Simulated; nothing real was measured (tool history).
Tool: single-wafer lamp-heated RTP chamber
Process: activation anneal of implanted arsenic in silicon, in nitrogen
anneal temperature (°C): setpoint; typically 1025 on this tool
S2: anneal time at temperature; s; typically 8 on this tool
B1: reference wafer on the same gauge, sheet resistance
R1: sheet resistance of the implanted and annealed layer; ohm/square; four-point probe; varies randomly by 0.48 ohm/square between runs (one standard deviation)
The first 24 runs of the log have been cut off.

-- day=51.050 reflector plate cleaned
run 25 day=52.158 | anneal_temperature_(°C)=997 S2=3 | B1=363.89 | R1=331.01
run 26 day=60.662 | anneal_temperature_(°C)=1000 S2=6 | B1=363.77 | R1=325.91
run 27 day=62.038 | anneal_temperature_(°C)=1002 S2=8 | B1=364.17 | R1=324.08
run 28 day=64.292 | anneal_temperature_(°C)=1025 S2=8 | B1=363.94 | R1=321.53
-- day=65.458 pyrometer window cleaned and pyrometer calibrated
run 29 day=67.108 | anneal_temperature_(°C)=1041 S2=8 | B1=363.95 | R1=318.83
run 30 day=70.342 | anneal_temperature_(°C)=1025 S2=8 | B1=363.86 | R1=321.90
run 31 day=71.575 | anneal_temperature_(°C)=1009 S2=8 | B1=363.93 | R1=323.62
run 32 day=73.075 | anneal_temperature_(°C)=1025 S2=8 | B1=363.88 | R1=322.43
run 33 day=75.404 | anneal_temperature_(°C)=1039 S2=12 | B1=364.03 | R1=315.60
run 34 day=78.379 | anneal_temperature_(°C)=1025 S2=8 | B1=364.02 | R1=320.97
-- day=82.875 pyrometer window cleaned and pyrometer calibrated
run 35 day=82.896 | anneal_temperature_(°C)=1012 S2=10 | B1=364.00 | R1=324.38
run 36 day=83.992 | anneal_temperature_(°C)=1025 S2=12 | B1=363.99 | R1=319.90
run 37 day=85.075 | anneal_temperature_(°C)=1037 S2=5 | B1=364.11 | R1=323.39

Below are 3 alternative next runs, each starting from the tool's condition after run 37. Predict each:
run A day=85.092 | anneal_temperature_(°C)=1035 S2=8 | B1=? | R1=?
run B day=85.092 | anneal_temperature_(°C)=1007 S2=6 | B1=? | R1=?
run C day=85.092 | anneal_temperature_(°C)=1046 S2=10 | B1=? | R1=?

run=A B1=363.95 R1=321.12
run=B B1=363.95 R1=326.61
run=C B1=363.95 R1=317.43
Without the tool's hidden state the same runs would have given:
run=A R1=321.80
run=B R1=327.15
run=C R1=318.28
